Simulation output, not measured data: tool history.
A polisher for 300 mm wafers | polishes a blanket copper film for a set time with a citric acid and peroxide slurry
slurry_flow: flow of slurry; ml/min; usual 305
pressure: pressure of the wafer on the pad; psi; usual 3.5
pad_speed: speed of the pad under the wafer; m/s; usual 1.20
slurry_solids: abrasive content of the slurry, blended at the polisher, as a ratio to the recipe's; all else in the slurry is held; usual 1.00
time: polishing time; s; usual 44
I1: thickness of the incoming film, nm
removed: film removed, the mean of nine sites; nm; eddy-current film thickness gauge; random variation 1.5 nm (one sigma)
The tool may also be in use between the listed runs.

run 1 hour=0.0 | slurry_flow=305 pressure=3.5 pad_speed=1.20 slurry_solids=1.15 time=44 | I1=1241.8 | removed=126.1
run 2 hour=13.6 | slurry_flow=305 pressure=3.5 pad_speed=1.20 slurry_solids=1.00 time=51 | I1=1245.7 | removed=141.5
run 3 hour=31.2 | slurry_flow=305 pressure=3.5 pad_speed=1.20 slurry_solids=1.00 time=34 | I1=1234.6 | removed=95.8
run 4 hour=48.6 | slurry_flow=305 pressure=3.5 pad_speed=1.20 slurry_solids=1.00 time=34 | I1=1251.1 | removed=94.1
run 5 hour=55.1 | slurry_flow=225 pressure=3.5 pad_speed=1.20 slurry_solids=1.00 time=44 | I1=1271.0 | removed=116.7
run 6 hour=64.1 | slurry_flow=255 pressure=3.5 pad_speed=1.20 slurry_solids=1.15 time=44 | I1=1250.4 | removed=125.0
run 7 hour=80.2 | slurry_flow=305 pressure=3.5 pad_speed=1.20 slurry_solids=1.00 time=44 | I1=1229.5 | removed=121.9
run 8 hour=88.8 | slurry_flow=305 pressure=3.5 pad_speed=1.20 slurry_solids=1.00 time=44 | I1=1245.7 | removed=122.0
-- hour=92.5 head pressure recalibrated
run 9 hour=96.8 | slurry_flow=255 pressure=3.5 pad_speed=1.20 slurry_solids=1.00 time=44 | I1=1234.4 | removed=109.8
run 10 hour=114.7 | slurry_flow=305 pressure=3.5 pad_speed=1.20 slurry_solids=1.15 time=52 | I1=1245.5 | removed=139.8
-- hour=121.2 worn pad replaced by a new one
run 11 hour=126.9 | slurry_flow=245 pressure=2.5 pad_speed=1.08 slurry_solids=0.70 time=44 | I1=1266.5 | removed=70.0
run 12 hour=137.4 | slurry_flow=305 pressure=3.5 pad_speed=1.20 slurry_solids=1.00 time=44 | I1=1270.4 | removed=117.1
run 13 hour=150.0 | slurry_flow=305 pressure=4.2 pad_speed=1.20 slurry_solids=0.70 time=37 | I1=1255.5 | removed=113.6
run 14 hour=156.9 | slurry_flow=335 pressure=3.5 pad_speed=1.20 slurry_solids=1.00 time=36 | I1=1269.9 | removed=98.1
-- hour=171.5 slurry blender recalibrated
run 15 hour=173.6 | slurry_flow=410 pressure=3.5 pad_speed=0.90 slurry_solids=1.00 time=31 | I1=1248.2 | removed=72.4
run 16 hour=188.7 | slurry_flow=305 pressure=3.5 pad_speed=1.20 slurry_solids=1.00 time=44 | I1=1225.8 | removed=121.2
-- hour=192.9 slurry nozzle cleaned
run 17 hour=204.1 | slurry_flow=305 pressure=3.8 pad_speed=1.20 slurry_solids=1.00 time=44 | I1=1258.9 | removed=132.8
run 18 hour=211.0 | slurry_flow=305 pressure=3.5 pad_speed=1.20 slurry_solids=1.00 time=44 | I1=1266.4 | removed=119.6
run 19 hour=219.7 | slurry_flow=265 pressure=4.2 pad_speed=1.20 slurry_solids=1.00 time=44 | I1=1237.5 | removed=141.9
run 20 hour=227.4 | slurry_flow=305 pressure=3.5 pad_speed=1.20 slurry_solids=1.25 time=44 | I1=1234.1 | removed=123.7
-- hour=237.4 worn pad replaced by a new one
run 21 hour=237.9 | slurry_flow=205 pressure=3.5 pad_speed=1.56 slurry_solids=1.00 time=44 | I1=1238.7 | removed=138.9
run 22 hour=241.9 | slurry_flow=305 pressure=3.5 pad_speed=1.20 slurry_solids=1.00 time=44 | I1=1253.4 | removed=122.0
run 23 hour=256.7 | slurry_flow=305 pressure=2.7 pad_speed=1.20 slurry_solids=1.15 time=37 | I1=1242.7 | removed=80.9
run 24 hour=265.1 | slurry_flow=210 pressure=3.5 pad_speed=1.20 slurry_solids=1.00 time=35 | I1=1226.4 | removed=91.5
run 25 hour=280.2 | slurry_flow=305 pressure=3.5 pad_speed=1.42 slurry_solids=1.00 time=44 | I1=1242.7 | removed=140.7
run 26 hour=292.9 | slurry_flow=260 pressure=3.5 pad_speed=1.20 slurry_solids=0.80 time=44 | I1=1237.8 | removed=117.8
run 27 hour=308.4 | slurry_flow=305 pressure=3.5 pad_speed=1.20 slurry_solids=1.00 time=44 | I1=1253.9 | removed=122.3
run 28 hour=324.7 | slurry_flow=305 pressure=3.5 pad_speed=1.20 slurry_solids=1.00 time=44 | I1=1232.9 | removed=121.4
run 29 hour=340.2 | slurry_flow=305 pressure=3.5 pad_speed=1.20 slurry_solids=1.00 time=44 | I1=1235.2 | removed=123.8
run 30 hour=352.5 | slurry_flow=305 pressure=3.2 pad_speed=1.54 slurry_solids=1.25 time=44 | I1=1259.9 | removed=141.5
run 31 hour=370.5 | slurry_flow=305 pressure=3.5 pad_speed=1.20 slurry_solids=1.00 time=52 | I1=1270.9 | removed=147.3

What the log doesn't show, run by run:
removal rate lost through wear of the pad, %: 0 in every run
slurry flow missing at the pad, %: 0 in every run
abrasive missing from the slurry, %: 0 in every run
H1: deviation of the head's pressure from its setpoint, %
run=1 H1=8.11
run=2 H1=8.15
run=3 H1=8.2
run=4 H1=8.24
run=5 H1=8.26
run=6 H1=8.28
run=7 H1=8.31
run=8 H1=8.33
run=9 H1=1.45
run=10 H1=2.29
run=11 H1=2.82
run=12 H1=3.26
run=13 H1=3.76
run=14 H1=4.01
run=15 H1=4.61
run=16 H1=5.1
run=17 H1=5.58
run=18 H1=5.78
run=19 H1=6.02
run=20 H1=6.23
run=21 H1=6.5
run=22 H1=6.6
run=23 H1=6.95
run=24 H1=7.14
run=25 H1=7.46
run=26 H1=7.71
run=27 H1=8
run=28 H1=8.29
run=29 H1=8.53
run=30 H1=8.72
run=31 H1=8.97
